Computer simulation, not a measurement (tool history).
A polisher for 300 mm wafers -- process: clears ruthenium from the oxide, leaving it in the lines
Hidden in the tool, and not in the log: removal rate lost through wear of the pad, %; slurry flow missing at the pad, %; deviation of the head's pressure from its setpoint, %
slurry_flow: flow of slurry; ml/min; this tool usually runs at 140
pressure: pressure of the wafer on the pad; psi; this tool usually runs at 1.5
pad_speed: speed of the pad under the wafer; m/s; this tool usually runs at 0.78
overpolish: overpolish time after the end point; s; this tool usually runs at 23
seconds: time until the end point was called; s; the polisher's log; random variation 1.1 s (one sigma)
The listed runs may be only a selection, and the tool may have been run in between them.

| run | hour | slurry_flow | pressure | pad_speed | overpolish | wafers since the last listed run | wafers polished on this pad | hours since the slurry nozzle was cleaned | hours since the head pressure was calibrated | incoming thickness of the incoming film, nm | seconds |
|---|---|---|---|---|---|---|---|---|---|---|---|
| 1 | 0 | 140 | 1.5 | 0.78 | 23 | 0 | 1703 | 335.6 | 221.2 | 50.6 | 82.5 |
|  | 34.1 | slurry nozzle cleaned |
| 2 | 55.5 | 140 | 1.5 | 0.78 | 23 | 550 | 2253 | 21.4 | 276.7 | 49.6 | 69.7 |
| 3 | 85.9 | 140 | 1.5 | 0.78 | 23 | 306 | 2560 | 51.8 | 307.1 | 50.4 | 72.9 |
|  | 100 | worn pad replaced by a new one |
| 4 | 145.8 | 140 | 1.5 | 0.78 | 23 | 564 | 462 | 111.7 | 367 | 49.9 | 73.1 |
| 5 | 261.2 | 140 | 1.5 | 0.62 | 23 | 1164 | 1627 | 227.1 | 482.4 | 50.1 | 93.6 |
| 6 | 297.1 | 140 | 1.5 | 0.62 | 23 | 362 | 1989 | 263 | 518.3 | 50.2 | 97.3 |
|  | 318.4 | worn pad replaced by a new one |
| 7 | 337.3 | 140 | 1.5 | 0.62 | 23 | 365 | 191 | 303.2 | 558.5 | 50.3 | 95.9 |
|  | 375.3 | slurry nozzle cleaned |
| 8 | 405 | 140 | 1.5 | 0.78 | 23 | 673 | 864 | 29.7 | 626.2 | 50.3 | 69.9 |
|  | 425.2 | head pressure recalibrated |
| 9 | 444.5 | 140 | 1.5 | 0.78 | 23 | 378 | 1242 | 69.2 | 19.3 | 50.6 | 74.4 |
| 10 | 478.4 | 140 | 1.5 | 0.78 | 23 | 342 | 1585 | 103.1 | 53.2 | 49.5 | 74.2 |
| 11 | 502.5 | 140 | 1.5 | 0.78 | 23 | 243 | 1828 | 127.2 | 77.3 | 50.5 | 75 |
| 12 | 572.3 | 140 | 1.5 | 0.78 | 23 | 704 | 2533 | 197 | 147.1 | 50.2 | 78.5 |
|  | 585.7 | worn pad replaced by a new one |
| 13 | 627.4 | 140 | 1.5 | 0.78 | 23 | 515 | 420 | 252.1 | 202.2 | 50.2 | 78.5 |
| 14 | 661 | 140 | 1.5 | 0.78 | 23 | 339 | 759 | 285.7 | 235.8 | 50.2 | 78 |
| 15 | 696 | 90 | 1.5 | 0.98 | 23 | 353 | 1113 | 320.7 | 270.8 | 50.8 | 81.3 |
|  | 725.3 | slurry nozzle cleaned |
| 16 | 748.5 | 140 | 1.5 | 0.78 | 23 | 519 | 1632 | 23.2 | 323.3 | 50.3 | 72.8 |
| 17 | 777.8 | 180 | 1.8 | 0.78 | 23 | 295 | 1928 | 52.5 | 352.6 | 50.7 | 58.2 |
|  | 838.7 | worn pad replaced by a new one |
| 18 | 847.6 | 140 | 1.5 | 0.78 | 23 | 664 | 89 | 122.3 | 422.4 | 49.4 | 73.5 |
| 19 | 896.1 | 170 | 1.1 | 0.78 | 23 | 489 | 578 | 170.8 | 470.9 | 49.7 | 91.7 |
| 20 | 926.5 | 140 | 1.5 | 0.78 | 29 | 306 | 885 | 201.2 | 501.3 | 50.4 | 78.9 |
| 21 | 965.5 | 125 | 1.9 | 0.78 | 23 | 393 | 1279 | 240.2 | 540.3 | 50.8 | 71.8 |
|  | 974.5 | head pressure recalibrated |
| 22 | 1016 | 120 | 1.5 | 0.78 | 34 | 489 | 1769 | 290.7 | 41.5 | 50.8 | 87.6 |
|  | 1054.2 | worn pad replaced by a new one |
| 23 | 1065.9 | 140 | 1.5 | 0.78 | 23 | 463 | 117 | 340.6 | 91.4 | 49.1 | 79.8 |
|  | 1098.6 | slurry nozzle cleaned |
| 24 | 1125.8 | 140 | 1.1 | 0.98 | 28 | 594 | 712 | 27.2 | 151.3 | 49.2 | 68.5 |
| 25 | 1163.1 | 180 | 1.7 | 0.6 | 23 | 376 | 1088 | 64.5 | 188.6 | 49.6 | 78.7 |
| 26 | 1215.5 | 140 | 1.5 | 0.62 | 23 | 528 | 1617 | 116.9 | 241 | 50.4 | 89.2 |
| 27 | 1244.9 | 140 | 2 | 0.78 | 17 | 296 | 1914 | 146.3 | 270.4 | 50 | 63.1 |

The tool's hidden state at each run:
removal rate lost through wear of the pad, %: 0 at every run
deviation of the head's pressure from its setpoint, %: 0 at every run
H1: slurry flow missing at the pad, %
| run | H1 |
|---|---|
| 1 | 45.2 |
| 2 | 7.05 |
| 3 | 14.4 |
| 4 | 24.7 |
| 5 | 35.3 |
| 6 | 37.1 |
| 7 | 38.6 |
| 8 | 12 |
| 9 | 20.6 |
| 10 | 26.3 |
| 11 | 29.5 |
| 12 | 36.1 |
| 13 | 39.3 |
| 14 | 40.7 |
| 15 | 41.9 |
| 16 | 11.1 |
| 17 | 18.1 |
| 18 | 29.7 |
| 19 | 34.8 |
| 20 | 37.2 |
| 21 | 39.5 |
| 22 | 41.7 |
| 23 | 43.2 |
| 24 | 9.24 |
| 25 | 17.6 |
| 26 | 26.1 |
| 27 | 29.5 |
